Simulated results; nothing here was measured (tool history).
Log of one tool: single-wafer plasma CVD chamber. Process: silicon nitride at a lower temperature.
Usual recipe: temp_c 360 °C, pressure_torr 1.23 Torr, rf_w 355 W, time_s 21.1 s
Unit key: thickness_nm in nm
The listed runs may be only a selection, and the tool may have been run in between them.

| run | day | temp_c | pressure_torr | rf_w | time_s | read-back reference wafer on the same gauge, thickness_nm | thickness_nm |
|---|---|---|---|---|---|---|---|
| 1 | 0.000 | 360 | 1.23 | 355 | 19.2 | 26.190 | 23.711 |
| 2 | 2.171 | 360 | 1.23 | 355 | 19.2 | 26.277 | 23.721 |
| 3 | 4.825 | 360 | 1.23 | 355 | 21.1 | 26.182 | 25.968 |
| 4 | 6.575 | 360 | 1.23 | 355 | 21.1 | 26.137 | 26.200 |
| 5 | 10.767 | 360 | 1.23 | 355 | 21.1 | 26.208 | 25.913 |
| 6 | 14.342 | 360 | 1.23 | 385 | 21.1 | 26.170 | 27.693 |
| 7 | 18.342 | 360 | 1.23 | 355 | 21.1 | 26.217 | 26.088 |
| 8 | 27.271 | 360 | 1.23 | 355 | 21.1 | 26.230 | 26.117 |
| 9 | 30.333 | 360 | 1.23 | 355 | 21.1 | 26.208 | 25.925 |
| 10 | 33.833 | 360 | 1.23 | 355 | 21.1 | 26.198 | 26.108 |
| 11 | 37.721 | 360 | 1.23 | 295 | 21.1 | 26.164 | 22.566 |
| 12 | 42.200 | 347 | 1.23 | 420 | 21.1 | 26.214 | 29.452 |
| 13 | 44.133 | 371 | 1.03 | 355 | 21.1 | 26.259 | 24.238 |
| 14 | 47.312 | 360 | 1.11 | 325 | 18.5 | 26.216 | 20.643 |
| 15 | 51.617 | 354 | 1.23 | 355 | 21.1 | 26.180 | 26.140 |
| 16 | 53.971 | 354 | 1.23 | 355 | 21.1 | 26.112 | 26.256 |
| 17 | 55.579 | 360 | 1.23 | 355 | 19.7 | 26.173 | 24.394 |
| 18 | 59.067 | 360 | 1.23 | 355 | 21.1 | 26.279 | 25.993 |
| 19 | 62.621 | 348 | 1.09 | 395 | 25.2 | 26.139 | 32.098 |
| 20 | 64.121 | 360 | 1.52 | 315 | 17.6 | 26.189 | 21.549 |

Taken out of this log: 5 entries between the listed runs. Where each belongs, and how the hidden state differs across it:
Run 7 -> run 8: capacitance manometer re-zeroed and calibrated (day 21.150)
  nothing in the hidden state changes from one run to the other
Run 8 -> run 9: thermocouple changed; heater temperature recalibrated (day 28.742)
  nothing in the hidden state changes from one run to the other
Run 10 -> run 11: gauge calibrated (day 36.958)
  nothing in the hidden state changes from one run to the other
Run 11 -> run 12: RF generator calibrated (day 38.850)
  nothing in the hidden state changes from one run to the other
Run 14 -> run 15: showerhead replaced (day 49.742)
  nothing in the hidden state changes from one run to the other
